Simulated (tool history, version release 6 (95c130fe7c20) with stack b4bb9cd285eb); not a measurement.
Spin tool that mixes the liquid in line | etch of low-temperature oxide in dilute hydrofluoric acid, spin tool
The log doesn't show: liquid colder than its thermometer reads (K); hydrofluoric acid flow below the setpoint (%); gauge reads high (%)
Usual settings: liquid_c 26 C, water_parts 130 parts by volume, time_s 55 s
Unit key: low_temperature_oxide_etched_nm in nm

run    hour  liquid_c  water_parts  time_s  wafers since the last listed run  hours since the thermometer was replaced  hours since the hydrofluoric acid flow meter was replaced  hours since the gauge calibration  read-back film thickness of the low-temperature oxide reference wafer, read on the same gauge (nm)  low_temperature_oxide_etched_nm
  1       0        26          130      55                                 0                                     307.3                                                     1510.5                             1185.9                                                                                               51.53                             7.78
  2    65.1        26          130      55                               898                                     372.4                                                     1575.6                               1251                                                                                               51.68                             7.94
  3   133.1        26          100      55                               938                                     440.4                                                     1643.6                               1319                                                                                               51.91                            10.57
      139.6  -- hydrofluoric acid flow meter replaced
  4     189        26          100      55                               757                                     496.3                                                       49.4                             1374.9                                                                                               52.04                            10.64
  5   250.6        26          130      75                               850                                     557.9                                                        111                             1436.5                                                                                               52.27                            10.86
  6   304.1        26          130      55                               738                                     611.4                                                      164.5                               1490                                                                                               52.39                             8.02
      339.8  -- thermometer replaced
  7   370.1        26          130      55                               897                                      30.3                                                      230.5                               1556                                                                                               52.65                             7.99
  8   429.2        24          130      55                               815                                      89.4                                                      289.6                             1615.1                                                                                                52.9                             7.44
  9   457.9        26          130      55                               396                                     118.1                                                      318.3                             1643.8                                                                                               53.04                             7.98
 10   528.4        26          175      55                               973                                     188.6                                                      388.8                             1714.3                                                                                                53.3                              5.8
 11   564.4        26          150      85                               496                                     224.6                                                      424.8                             1750.3                                                                                               53.43                            10.61
 12     613        26          105      25                               670                                     273.2                                                      473.4                             1798.9                                                                                               53.67                             4.75
 13   662.6      21.5          130      70                               684                                     322.8                                                        523                             1848.5                                                                                               53.86                             8.74
      688.4  -- gauge calibrated
 14   730.4        26          130      55                               935                                     390.6                                                      590.8                                 42                                                                                               50.25                              7.6
 15     788        26          130      55                               794                                     448.2                                                      648.4                               99.6                                                                                               50.28                             7.57
 16   828.6      21.5          130      55                               560                                     488.8                                                        689                              140.2                                                                                               50.25                             6.43
 17   872.3        26          130      55                               603                                     532.5                                                      732.7                              183.9                                                                                               50.32                              7.7
 18   916.5        31          185      65                               610                                     576.7                                                      776.9                              228.1                                                                                               50.29                             7.17
      930.2  -- thermometer replaced
 19   973.2      28.5          130      55                               768                                        43                                                      833.6                              284.8                                                                                               50.37                             8.36
 20  1003.4        26          130      55                               416                                      73.2                                                      863.8                                315                                                                                               50.41                             7.77
 21  1073.1        31          185      65                               961                                     142.9                                                      933.5                              384.7                                                                                               50.44                             7.08
 22  1103.1        26          130      25                               414                                     172.9                                                      963.5                              414.7                                                                                               50.47                             3.51
 23  1149.3      24.5          105      70                               637                                     219.1                                                     1009.7                              460.9                                                                                               50.52                            11.92
 24    1215      30.5          105      75                               906                                     284.8                                                     1075.4                              526.6                                                                                               50.57                            16.02
 25  1260.7        26          130      85                               630                                     330.5                                                     1121.1                              572.3                                                                                                50.7                            12.05
 26  1321.1        26          175      85                               833                                     390.9                                                     1181.5                              632.7                                                                                               50.69                             8.39
 27  1372.9      28.5           95      55                               714                                     442.7                                                     1233.3                              684.5                                                                                               50.84                            12.15
 28  1411.4        26          100      55                               531                                     481.2                                                     1271.8                                723                                                                                               50.88                            10.54
 29  1447.4        26          130      55                               496                                     517.2                                                     1307.8                                759                                                                                               50.97                             7.73
     1464.9  -- thermometer replaced
 30  1489.2      23.5          130      80                               563                                      24.3                                                     1349.6                              800.8                                                                                               50.98                            10.35
 31  1553.3        28          110      35                               884                                      88.4                                                     1413.7                              864.9                                                                                               51.16                             6.45
     1596.5  -- hydrofluoric acid flow meter replaced
 32  1598.4        26          130      55                               608                                     133.5                                                        1.9                                910                                                                                               51.29                             7.82

Measured less the same run without the tool's hidden state. The same run-to-run variation is in both; the gauge's scatter may not be:
run  low_temperature_oxide_etched_nm
  1                            +0.22
  2                            +0.26
  3                            +0.39
  4                            +0.42
  5                            +0.47
  6                            +0.38
  7                            +0.41
  8                             +0.4
  9                            +0.45
 10                            +0.35
 11                            +0.68
 12                            +0.32
 13                            +0.62
 14                            +0.04
 15                            +0.04
 16                            +0.04
 17                            +0.05
 18                            +0.05
 19                            +0.06
 20                            +0.06
 21                            +0.07
 22                            +0.03
 23                            +0.12
 24                            +0.18
 25                            +0.16
 26                            +0.13
 27                            +0.19
 28                            +0.19
 29                            +0.14
 30                            +0.21
 31                            +0.14
 32                            +0.19
